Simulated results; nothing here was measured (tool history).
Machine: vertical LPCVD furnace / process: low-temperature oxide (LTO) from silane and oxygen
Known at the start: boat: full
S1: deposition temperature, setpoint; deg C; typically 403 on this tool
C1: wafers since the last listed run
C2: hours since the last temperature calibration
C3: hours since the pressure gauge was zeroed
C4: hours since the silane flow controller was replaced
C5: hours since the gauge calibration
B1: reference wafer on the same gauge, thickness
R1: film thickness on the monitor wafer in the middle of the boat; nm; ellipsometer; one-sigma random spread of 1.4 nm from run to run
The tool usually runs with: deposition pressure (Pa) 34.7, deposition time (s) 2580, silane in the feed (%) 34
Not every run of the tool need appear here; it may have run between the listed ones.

{"run": 1, "day": 0.0, "S1": 403, "deposition pressure (Pa)": 34.7, "deposition time (s)": 2580, "silane in the feed (%)": 38, "C1": 0, "C2": 4237.4, "C3": 2499.2, "C4": 2253.4, "C5": 12.6, "B1": 483.91, "R1": 497.13}
{"run": 2, "day": 0.367, "S1": 403, "deposition pressure (Pa)": 34.7, "deposition time (s)": 2580, "silane in the feed (%)": 34, "C1": 89, "C2": 4246.2, "C3": 2508, "C4": 2262.2, "C5": 21.4, "B1": 483.88, "R1": 429.16}
{"run": 3, "day": 0.938, "S1": 403, "deposition pressure (Pa)": 34.7, "deposition time (s)": 2580, "silane in the feed (%)": 34, "C1": 138, "C2": 4259.9, "C3": 2521.7, "C4": 2275.9, "C5": 35.1, "B1": 483.97, "R1": 430.58}
{"run": 4, "day": 1.554, "S1": 403, "deposition pressure (Pa)": 34.7, "deposition time (s)": 2580, "silane in the feed (%)": 34, "C1": 149, "C2": 4274.7, "C3": 2536.5, "C4": 2290.7, "C5": 49.9, "B1": 484.23, "R1": 429.18}
{"run": 5, "day": 2.208, "S1": 403, "deposition pressure (Pa)": 34.7, "deposition time (s)": 2580, "silane in the feed (%)": 34, "C1": 158, "C2": 4290.4, "C3": 2552.2, "C4": 2306.4, "C5": 65.6, "B1": 484.09, "R1": 428.67}
{"run": 6, "day": 2.804, "S1": 403, "deposition pressure (Pa)": 34.7, "deposition time (s)": 2580, "silane in the feed (%)": 34, "C1": 144, "C2": 4304.7, "C3": 2566.5, "C4": 2320.7, "C5": 79.9, "B1": 484.01, "R1": 429.41}
{"day": 4.192, "done": "pressure gauge zeroed"}
{"day": 4.238, "done": "silane flow controller replaced"}
{"run": 7, "day": 4.258, "S1": 403, "deposition pressure (Pa)": 34.7, "deposition time (s)": 2580, "silane in the feed (%)": 34, "C1": 99, "C2": 4339.6, "C3": 1.6, "C4": 0.5, "C5": 114.8, "B1": 483.86, "R1": 429.34}
{"day": 5.308, "done": "thermocouples replaced and temperature profile calibrated"}
{"run": 8, "day": 5.329, "S1": 403, "deposition pressure (Pa)": 34.7, "deposition time (s)": 1770, "silane in the feed (%)": 34, "C1": 17, "C2": 0.5, "C3": 27.3, "C4": 26.2, "C5": 140.5, "B1": 484.24, "R1": 295.09}
{"run": 9, "day": 5.554, "S1": 403, "deposition pressure (Pa)": 34.7, "deposition time (s)": 3120, "silane in the feed (%)": 34, "C1": 54, "C2": 5.9, "C3": 32.7, "C4": 31.6, "C5": 145.9, "B1": 483.7, "R1": 519.69}
{"day": 6.488, "done": "gauge calibrated"}
{"run": 10, "day": 6.542, "S1": 403, "deposition pressure (Pa)": 34.7, "deposition time (s)": 1770, "silane in the feed (%)": 34, "C1": 239, "C2": 29.6, "C3": 56.4, "C4": 55.3, "C5": 1.3, "B1": 484.25, "R1": 295.44}
{"run": 11, "day": 7.071, "S1": 403, "deposition pressure (Pa)": 34.7, "deposition time (s)": 2580, "silane in the feed (%)": 34, "C1": 128, "C2": 42.3, "C3": 69.1, "C4": 68, "C5": 14, "B1": 483.7, "R1": 430.5}
{"run": 12, "day": 7.958, "S1": 403, "deposition pressure (Pa)": 42, "deposition time (s)": 2100, "silane in the feed (%)": 36, "C1": 215, "C2": 63.6, "C3": 90.4, "C4": 89.3, "C5": 35.3, "B1": 483.87, "R1": 457.11}

Predict the results of run 13:
{"run": 13, "day": 8.638, "S1": 403, "deposition pressure (Pa)": 34.7, "deposition time (s)": 2580, "silane in the feed (%)": 31, "C1": 165, "C2": 79.9, "C3": 106.7, "C4": 105.6, "C5": 51.6, "B1": "?", "R1": "?"}

{"run 13": {"B1": 484.31, "R1": 377.07}}
With the hidden condition absent and the run-to-run variation left alone, this run would have shown R1 377.07 nm.
